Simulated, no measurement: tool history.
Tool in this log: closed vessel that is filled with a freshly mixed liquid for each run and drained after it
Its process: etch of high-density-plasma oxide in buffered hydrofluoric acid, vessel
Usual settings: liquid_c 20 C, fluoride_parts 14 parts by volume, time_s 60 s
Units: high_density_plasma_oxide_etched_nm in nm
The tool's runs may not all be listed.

run	hour	liquid_c	fluoride_parts	time_s	read-back film thickness of the high-density-plasma oxide reference wafer, read on the same gauge (nm)	high_density_plasma_oxide_etched_nm
1	0	20	14	60	119.99	96.84
2	32	20	14	60	119.99	95.66
3	61.1	20	14	60	120.02	94.24
4	108.5	20	14	60	120.02	93.49
5	147.3	20	14	60	120	95.03
6	204.4	20	17.5	60	120.01	76.15
7	273.6	20	17.5	60	119.99	76.04
# hour 274.7: hydrofluoric acid flow meter replaced
8	325.8	19	14	60	120.01	89.31
9	358.9	19	14	60	120.01	88.32
# hour 381.1: thermometer replaced
10	384.7	19	14	60	120.01	90.45
11	437.1	20	18.5	60	120	72.62
12	468.5	22	14	60	120.01	106.44
13	516	18	10	30	120.01	58.88
14	587.8	17.5	12	35	119.99	56.15
15	622.2	17	18.5	75	120	75.76
# hour 641: gauge calibrated
# hour 691.5: hydrofluoric acid flow meter replaced
16	773.7	18	14	30	120	41.93
17	818.4	19	14	60	119.98	90.3
18	886.1	23	12.5	90	120.02	186.42
19	949.3	20	11	60	119.99	118.78
20	976.8	20	14	60	120.01	93.68
21	1012.1	20	14	45	119.99	70.71
22	1038.3	20	11.5	50	120.03	96
# hour 1117.8: hydrofluoric acid flow meter replaced
23	1155.2	20	9	70	120.01	163.25
24	1186.1	20	14	60	119.99	95.16
25	1239.5	17	10.5	60	120	104.53
26	1297.6	17	19	90	120	88.97
27	1433	17	11.5	60	120	97.14
28	1489.2	20	14	85	119.99	133.9
# hour 1539.6: hydrofluoric acid flow meter replaced
29	1550.7	20	14	60	120	94.9
30	1603.3	20	14	60	120.01	94.55
31	1639.4	17	14	80	119.99	105.61

4 options for the next run, each taken on its own from the tool as it stands now. Forecast them:
A	1640.1	20	14	60	?	?
B	1640.1	22	19	85	?	?
C	1640.1	24.5	14	60	?	?
D	1640.1	23.5	14	35	?	?

run	read-back film thickness of the high-density-plasma oxide reference wafer, read on the same gauge (nm)	high_density_plasma_oxide_etched_nm
A	120.01	95.07
B	120.01	111.45
C	120.01	121.89
D	120.01	67.32
The same runs, with their run-to-run variation unchanged, on a tool lacking any hidden condition would have given:
run	high_density_plasma_oxide_etched_nm
A	95.07
B	111.45
C	121.89
D	67.32
